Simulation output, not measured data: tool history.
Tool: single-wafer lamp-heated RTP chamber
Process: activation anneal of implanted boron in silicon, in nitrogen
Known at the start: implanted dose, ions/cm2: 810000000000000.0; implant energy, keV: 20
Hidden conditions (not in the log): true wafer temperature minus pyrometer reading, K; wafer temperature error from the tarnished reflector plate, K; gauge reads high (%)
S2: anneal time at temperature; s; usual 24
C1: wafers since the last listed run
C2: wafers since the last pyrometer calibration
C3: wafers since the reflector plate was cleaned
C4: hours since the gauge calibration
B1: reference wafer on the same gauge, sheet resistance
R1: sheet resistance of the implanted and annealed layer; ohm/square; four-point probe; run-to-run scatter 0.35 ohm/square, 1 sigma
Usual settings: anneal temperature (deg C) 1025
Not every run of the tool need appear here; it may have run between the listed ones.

run 1 day=0.000 | anneal_temperature_(deg_C)=1025 S2=24 | C1=0 C2=9715 C3=8251 C4=481.7 | B1=145.56 | R1=153.23
run 2 day=4.338 | anneal_temperature_(deg_C)=1025 S2=24 | C1=1615 C2=11330 C3=9867 C4=585.8 | B1=145.51 | R1=152.65
run 3 day=8.279 | anneal_temperature_(deg_C)=1025 S2=24 | C1=1468 C2=12799 C3=11335 C4=680.4 | B1=145.38 | R1=152.72
-- day=11.692 pyrometer window cleaned and pyrometer calibrated
run 4 day=11.750 | anneal_temperature_(deg_C)=1042 S2=24 | C1=1168 C2=21 C3=12504 C4=763.7 | B1=145.31 | R1=151.54
run 5 day=15.062 | anneal_temperature_(deg_C)=1025 S2=24 | C1=1233 C2=1255 C3=13737 C4=843.2 | B1=145.32 | R1=152.48
run 6 day=16.654 | anneal_temperature_(deg_C)=1025 S2=24 | C1=592 C2=1848 C3=14330 C4=881.4 | B1=145.10 | R1=151.84
-- day=18.467 reflector plate cleaned
run 7 day=26.225 | anneal_temperature_(deg_C)=1025 S2=24 | C1=3440 C2=5289 C3=2890 C4=1111.1 | B1=144.85 | R1=151.74
run 8 day=29.171 | anneal_temperature_(deg_C)=1025 S2=24 | C1=1097 C2=6386 C3=3987 C4=1181.8 | B1=144.83 | R1=152.03
run 9 day=32.138 | anneal_temperature_(deg_C)=1025 S2=24 | C1=1105 C2=7491 C3=5092 C4=1253.0 | B1=144.79 | R1=152.40
run 10 day=33.662 | anneal_temperature_(deg_C)=1025 S2=24 | C1=568 C2=8059 C3=5660 C4=1289.6 | B1=144.66 | R1=152.51
run 11 day=36.779 | anneal_temperature_(deg_C)=1025 S2=24 | C1=1160 C2=9220 C3=6821 C4=1364.4 | B1=144.65 | R1=152.24
run 12 day=41.138 | anneal_temperature_(deg_C)=1025 S2=24 | C1=1623 C2=10844 C3=8445 C4=1469.0 | B1=144.50 | R1=151.67
run 13 day=43.833 | anneal_temperature_(deg_C)=1025 S2=24 | C1=1004 C2=11848 C3=9449 C4=1533.7 | B1=144.39 | R1=151.13
-- day=48.492 pyrometer window cleaned and pyrometer calibrated
run 14 day=54.825 | anneal_temperature_(deg_C)=1015 S2=13 | C1=3970 C2=2359 C3=13419 C4=1797.5 | B1=144.00 | R1=153.46
run 15 day=57.108 | anneal_temperature_(deg_C)=1008 S2=24 | C1=850 C2=3210 C3=14270 C4=1852.3 | B1=143.92 | R1=153.97
run 16 day=60.108 | anneal_temperature_(deg_C)=1000 S2=19 | C1=1117 C2=4327 C3=15387 C4=1924.3 | B1=143.98 | R1=156.15
-- day=62.117 reflector plate cleaned
run 17 day=62.138 | anneal_temperature_(deg_C)=1025 S2=24 | C1=631 C2=4959 C3=7 C4=1973.0 | B1=143.87 | R1=151.42
run 18 day=71.308 | anneal_temperature_(deg_C)=1025 S2=24 | C1=3416 C2=8375 C3=3423 C4=2193.1 | B1=143.58 | R1=150.66
run 19 day=73.079 | anneal_temperature_(deg_C)=1025 S2=11 | C1=659 C2=9035 C3=4083 C4=2235.6 | B1=143.55 | R1=152.13
-- day=85.208 pyrometer window cleaned and pyrometer calibrated
run 20 day=86.433 | anneal_temperature_(deg_C)=1017 S2=24 | C1=4850 C2=456 C3=8933 C4=2556.1 | B1=143.21 | R1=151.71
run 21 day=88.038 | anneal_temperature_(deg_C)=1000 S2=15 | C1=597 C2=1053 C3=9531 C4=2594.6 | B1=143.12 | R1=156.02
run 22 day=89.750 | anneal_temperature_(deg_C)=1025 S2=10 | C1=637 C2=1691 C3=10169 C4=2635.7 | B1=143.01 | R1=151.80
-- day=91.883 gauge calibrated
run 23 day=92.638 | anneal_temperature_(deg_C)=1025 S2=24 | C1=1075 C2=2767 C3=11244 C4=18.1 | B1=146.32 | R1=153.75
run 24 day=94.538 | anneal_temperature_(deg_C)=1034 S2=28 | C1=707 C2=3475 C3=11952 C4=63.7 | B1=146.23 | R1=152.67
run 25 day=96.738 | anneal_temperature_(deg_C)=1010 S2=33 | C1=819 C2=4294 C3=12771 C4=116.5 | B1=146.01 | R1=154.48
run 26 day=101.233 | anneal_temperature_(deg_C)=1038 S2=18 | C1=1674 C2=5969 C3=14446 C4=224.4 | B1=145.88 | R1=153.41
run 27 day=102.862 | anneal_temperature_(deg_C)=1009 S2=29 | C1=606 C2=6576 C3=15053 C4=263.5 | B1=145.91 | R1=155.84
-- day=104.233 reflector plate cleaned
run 28 day=107.217 | anneal_temperature_(deg_C)=1008 S2=32 | C1=1497 C2=8073 C3=1111 C4=368.0 | B1=145.74 | R1=154.56
run 29 day=110.654 | anneal_temperature_(deg_C)=1002 S2=16 | C1=1280 C2=9354 C3=2391 C4=450.5 | B1=145.83 | R1=158.24
run 30 day=113.583 | anneal_temperature_(deg_C)=1013 S2=29 | C1=1091 C2=10445 C3=3482 C4=520.8 | B1=145.62 | R1=154.13
run 31 day=117.158 | anneal_temperature_(deg_C)=1025 S2=24 | C1=1331 C2=11776 C3=4814 C4=606.6 | B1=145.51 | R1=152.80
-- day=117.783 pyrometer window cleaned and pyrometer calibrated
run 32 day=121.121 | anneal_temperature_(deg_C)=1041 S2=37 | C1=1351 C2=1243 C3=6166 C4=701.7 | B1=145.47 | R1=150.59
run 33 day=124.179 | anneal_temperature_(deg_C)=1007 S2=12 | C1=1139 C2=2382 C3=7305 C4=775.1 | B1=145.39 | R1=156.85
run 34 day=131.329 | anneal_temperature_(deg_C)=1041 S2=11 | C1=2663 C2=5045 C3=9968 C4=946.7 | B1=145.27 | R1=151.93
run 35 day=134.550 | anneal_temperature_(deg_C)=1004 S2=16 | C1=1199 C2=6245 C3=11168 C4=1024.0 | B1=145.16 | R1=157.20
run 36 day=136.058 | anneal_temperature_(deg_C)=1025 S2=24 | C1=561 C2=6807 C3=11730 C4=1060.2 | B1=145.00 | R1=152.43
run 37 day=139.517 | anneal_temperature_(deg_C)=1025 S2=24 | C1=1288 C2=8095 C3=13018 C4=1143.2 | B1=144.95 | R1=151.83

Each row is a separate what-if for the run after 37, all from the same tool condition, not one after another. Results?
run A day=139.533 | anneal_temperature_(deg_C)=1025 S2=17 | C1=6 C2=8101 C3=13024 C4=1143.6 | B1=? | R1=?
run B day=139.533 | anneal_temperature_(deg_C)=1013 S2=12 | C1=6 C2=8101 C3=13024 C4=1143.6 | B1=? | R1=?
run C day=139.533 | anneal_temperature_(deg_C)=1050 S2=20 | C1=6 C2=8101 C3=13024 C4=1143.6 | B1=? | R1=?

run=A B1=144.88 R1=152.27
run=B B1=144.88 R1=154.55
run=C B1=144.88 R1=150.62
The same runs, with their run-to-run variation unchanged, on a tool lacking any hidden condition would have given:
run=A R1=153.39
run=B R1=155.68
run=C R1=151.72
